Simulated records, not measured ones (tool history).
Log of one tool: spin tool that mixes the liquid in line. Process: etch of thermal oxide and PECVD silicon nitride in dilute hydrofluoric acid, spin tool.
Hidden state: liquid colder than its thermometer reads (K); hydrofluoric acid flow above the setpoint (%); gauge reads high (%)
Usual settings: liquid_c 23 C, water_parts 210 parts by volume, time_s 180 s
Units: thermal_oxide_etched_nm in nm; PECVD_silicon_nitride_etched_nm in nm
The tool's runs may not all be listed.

run,hour,liquid_c,water_parts,time_s,wafers since the last listed run,hours since the thermometer was replaced,hours since the hydrofluoric acid flow meter was replaced,hours since the gauge calibration,"read-back film thickness of the thermal oxide reference wafer, read on the same gauge (nm)","read-back film thickness of the PECVD silicon nitride reference wafer, read on the same gauge (nm)",thermal_oxide_etched_nm,PECVD_silicon_nitride_etched_nm
1,0,23,210,180,0,2228,936.6,460.9,120.005,120.025,3.139,2.706
2,17.1,23,210,95,163,2245.1,953.7,478,119.998,120.005,1.64,1.404
3,35.6,23,210,95,176,2263.6,972.2,496.5,119.973,119.989,1.663,1.422
4,61.6,23,210,180,248,2289.6,998.2,522.5,120.02,120.028,3.141,2.709
5,87,23,210,180,242,2315,1023.6,547.9,119.984,119.993,3.155,2.644
# hour 110.3: thermometer replaced
6,110.8,23,210,180,217,0.5,1047.4,571.7,120.015,120.008,3.512,3.248
7,145.9,23,210,180,335,35.6,1082.5,606.8,120.009,120.008,3.546,3.192
8,170.2,23,210,180,232,59.9,1106.8,631.1,119.983,119.997,3.599,3.23
# hour 180.3: gauge calibrated
9,188.3,23,210,180,172,78,1124.9,8,120.002,120.004,3.513,3.187
10,206.1,26,310,180,170,95.8,1142.7,25.8,120.033,119.999,2.439,2.598
11,225.7,23,210,180,187,115.4,1162.3,45.4,120.002,119.967,3.539,3.173
12,255.8,23,210,180,287,145.5,1192.4,75.5,120.033,120.001,3.554,3.211
13,287.8,19,210,245,305,177.5,1224.4,107.5,120.026,120.006,4.144,3.293
14,313,19,295,210,240,202.7,1249.6,132.7,120.013,120.003,2.352,2.086
15,347.6,23,115,280,330,237.3,1284.2,167.3,120.041,120.002,11.163,8.971
# hour 378.1: hydrofluoric acid flow meter replaced
16,380.4,26.5,210,180,303,270.1,2.3,200.1,120.018,119.975,3.615,3.556
17,407.6,21.5,115,70,259,297.3,29.5,227.3,119.945,119.998,2.392,1.84
18,422.5,23,305,270,142,312.2,44.4,242.2,119.989,120.006,3.022,3.081
19,441.5,25.5,210,180,181,331.2,63.4,261.2,120.019,119.996,3.484,3.471
20,456.8,23,135,180,146,346.5,78.7,276.5,119.992,119.977,5.355,4.474
21,489.5,26.5,150,180,312,379.2,111.4,309.2,119.995,119.997,5.465,5.092
22,518.5,26.5,210,180,276,408.2,140.4,338.2,120.03,119.998,3.651,3.58
23,552,23,210,280,319,441.7,173.9,371.7,120.006,119.989,4.996,4.594
24,576.8,23,170,265,236,466.5,198.7,396.5,120.025,120.013,6.069,5.252

5 ways to go on from here, each from the tool as it stands after run 24. What would each give?
A,577.3,23,210,180,4,467,199.2,397,?,?,?,?
B,577.3,26.5,210,115,4,467,199.2,397,?,?,?,?
C,577.3,23,155,180,4,467,199.2,397,?,?,?,?
D,577.3,28,210,180,4,467,199.2,397,?,?,?,?
E,577.3,24.5,150,125,4,467,199.2,397,?,?,?,?

run,"read-back film thickness of the thermal oxide reference wafer, read on the same gauge (nm)","read-back film thickness of the PECVD silicon nitride reference wafer, read on the same gauge (nm)",thermal_oxide_etched_nm,PECVD_silicon_nitride_etched_nm
A,120.004,119.978,3.222,2.907
B,120.004,119.978,2.341,2.316
C,120.004,119.978,4.623,3.918
D,120.004,119.978,3.866,3.975
E,120.004,119.978,3.534,3.098
Without the tool's hidden state the same runs would have given:
run,thermal_oxide_etched_nm,PECVD_silicon_nitride_etched_nm
A,3.238,2.985
B,2.35,2.374
C,4.654,4.026
D,3.879,4.072
E,3.557,3.182

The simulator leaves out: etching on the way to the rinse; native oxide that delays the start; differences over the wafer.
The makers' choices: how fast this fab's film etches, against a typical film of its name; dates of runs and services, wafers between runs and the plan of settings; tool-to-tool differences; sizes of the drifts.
